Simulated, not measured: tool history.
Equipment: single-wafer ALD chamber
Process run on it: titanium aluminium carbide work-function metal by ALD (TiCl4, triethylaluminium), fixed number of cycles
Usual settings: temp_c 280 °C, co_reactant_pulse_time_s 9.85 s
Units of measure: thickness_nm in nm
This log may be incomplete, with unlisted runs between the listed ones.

| run | hour | temp_c | co_reactant_pulse_time_s | wafers since the last listed run | hours since the last thermocouple change | hours since the last triethylaluminium bottle change | hours since the showerhead was replaced | hours since the gauge calibration | read-back reference wafer on the same gauge, thickness_nm | thickness_nm |
|---|---|---|---|---|---|---|---|---|---|---|
| 1 | 0.0 | 280 | 9.85 | 0 | 873.7 | 1412.5 | 7416.3 | 228.0 | 1.780 | 1.800 |
| 2 | 41.5 | 280 | 9.85 | 610 | 915.2 | 1454.0 | 7457.8 | 269.5 | 1.779 | 1.792 |
| 3 | 98.4 | 288 | 9.85 | 837 | 972.1 | 1510.9 | 7514.7 | 326.4 | 1.778 | 1.850 |
| 4 | 124.1 | 288 | 9.85 | 378 | 997.8 | 1536.6 | 7540.4 | 352.1 | 1.779 | 1.839 |
| 5 | 182.8 | 288 | 9.85 | 864 | 1056.5 | 1595.3 | 7599.1 | 410.8 | 1.780 | 1.849 |
| 6 | 234.0 | 280 | 9.85 | 753 | 1107.7 | 1646.5 | 7650.3 | 462.0 | 1.781 | 1.776 |
| 7 | 290.7 | 276 | 9.85 | 834 | 1164.4 | 1703.2 | 7707.0 | 518.7 | 1.781 | 1.756 |
| 8 | 353.1 | 294 | 7.68 | 918 | 1226.8 | 1765.6 | 7769.4 | 581.1 | 1.778 | 1.842 |
|  | 375.4 | thermocouple changed; heater temperature recalibrated |
| 9 | 405.9 | 271 | 12.14 | 659 | 30.5 | 1818.4 | 7822.2 | 633.9 | 1.780 | 1.785 |
|  | 419.5 | triethylaluminium bottle replaced |
|  | 427.1 | showerhead replaced |
| 10 | 475.2 | 280 | 9.85 | 791 | 99.8 | 55.7 | 48.1 | 703.2 | 1.779 | 1.828 |
|  | 493.3 | gauge calibrated |
| 11 | 545.6 | 267 | 7.97 | 1036 | 170.2 | 126.1 | 118.5 | 52.3 | 1.782 | 1.701 |
| 12 | 572.8 | 265 | 6.76 | 400 | 197.4 | 153.3 | 145.7 | 79.5 | 1.780 | 1.645 |
| 13 | 629.3 | 280 | 9.85 | 831 | 253.9 | 209.8 | 202.2 | 136.0 | 1.781 | 1.825 |
| 14 | 695.3 | 280 | 6.04 | 971 | 319.9 | 275.8 | 268.2 | 202.0 | 1.780 | 1.735 |

Consider 5 possible next runs. They are alternatives, not a sequence: every one starts from the tool as it was left by run 14. What does each give?
| A | 695.7 | 280 | 9.85 | 5 | 320.3 | 276.2 | 268.6 | 202.4 | ? | ? |
| B | 695.7 | 268 | 7.76 | 5 | 320.3 | 276.2 | 268.6 | 202.4 | ? | ? |
| C | 695.7 | 268 | 7.78 | 5 | 320.3 | 276.2 | 268.6 | 202.4 | ? | ? |
| D | 695.7 | 288 | 8.26 | 5 | 320.3 | 276.2 | 268.6 | 202.4 | ? | ? |
| E | 695.7 | 280 | 13.61 | 5 | 320.3 | 276.2 | 268.6 | 202.4 | ? | ? |

| run | read-back reference wafer on the same gauge, thickness_nm | thickness_nm |
|---|---|---|
| A | 1.781 | 1.833 |
| B | 1.781 | 1.699 |
| C | 1.781 | 1.700 |
| D | 1.781 | 1.864 |
| E | 1.781 | 1.871 |
Take away the tool's hidden state, keep each run's random variation, and the runs would have read:
| run | thickness_nm |
|---|---|
| A | 1.834 |
| B | 1.701 |
| C | 1.701 |
| D | 1.865 |
| E | 1.872 |
